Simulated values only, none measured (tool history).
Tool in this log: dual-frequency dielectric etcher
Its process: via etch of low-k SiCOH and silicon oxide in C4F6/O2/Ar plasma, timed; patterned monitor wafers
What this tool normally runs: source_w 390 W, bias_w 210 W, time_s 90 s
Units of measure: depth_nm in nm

run,hour,source_w,bias_w,time_s,"read-back reference wafer on the same gauge, depth_nm",depth_nm
1,0,340,210,90,248.6,284.7
2,27.6,340,210,90,249.4,284.6
3,60.2,340,210,90,249.2,286.1
4,83.4,390,210,90,249.1,299.2
5,99.5,390,210,90,248.9,298.5
6,111.5,390,210,90,249.1,296.4
# hour 140.2: wet clean of the chamber
7,141.2,390,189,90,249,283.8
8,176.9,390,210,90,248.6,296.3
9,197.9,390,210,90,248.6,294
10,222.1,390,210,90,248.7,294.3
11,244.9,390,230,90,248.9,300.9
12,272.2,390,242,70.5,248.9,240.8
13,287.9,390,242,70.5,248.9,241.6
14,308.2,390,210,84,249.1,276.5
15,329.3,390,210,90,249.1,296
16,349.1,290,160,106,249.2,296

Run 17 has not been measured yet. What should we expect?
# hour 354.7: source power generator calibrated
17,378.5,390,230,90,?,?

read-back reference wafer on the same gauge, depth_nm: 249.2
depth_nm: 305.6 nm
Were there no unlogged condition in the tool, this run, its random variation unchanged, would have produced depth_nm 301.5 nm.
